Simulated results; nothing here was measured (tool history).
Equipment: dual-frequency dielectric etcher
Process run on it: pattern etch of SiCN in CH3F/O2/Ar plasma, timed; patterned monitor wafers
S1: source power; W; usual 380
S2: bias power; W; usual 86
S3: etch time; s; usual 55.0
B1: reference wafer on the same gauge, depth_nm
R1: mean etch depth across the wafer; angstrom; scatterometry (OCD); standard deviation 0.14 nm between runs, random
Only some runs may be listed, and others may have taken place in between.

run     day   S1  S2    S3     B1     R1
  1   0.000  380  72  55.0  20.67  201.2
  2   1.025  380  72  55.0  20.73  201.4
  3   1.904  380  86  66.0  20.74  262.1
  4   2.571  380  86  66.0  20.67  265.0
  5   3.392  380  86  66.0  20.72  261.3
  6   3.938  380  95  55.0  20.70  231.6
  7   5.158  380  95  55.0  20.73  230.1
      7.029  -- upper electrode replaced, of another model than before
  8   7.050  380  86  55.0  20.71  222.1
  9   7.238  350  86  55.0  20.69  216.7
 10   8.275  350  86  55.0  20.76  219.1
 11   8.917  350  86  55.0  20.71  218.2
      9.262  -- bias power generator calibrated
 12   9.733  380  86  65.0  20.73  264.0
 13  10.746  380  86  70.5  20.64  284.5
 14  11.892  470  98  70.5  20.75  315.5
 15  13.054  430  86  50.5  20.70  209.6

What will run 16 give?
     13.388  -- source power generator calibrated
 16  14.108  450  79  66.5   ?   ?

For run 16 the tool returned B1 20.67, R1 273.2 angstrom.
With the hidden condition absent and the run-to-run variation left alone, this run would have shown R1 259.6 angstrom.
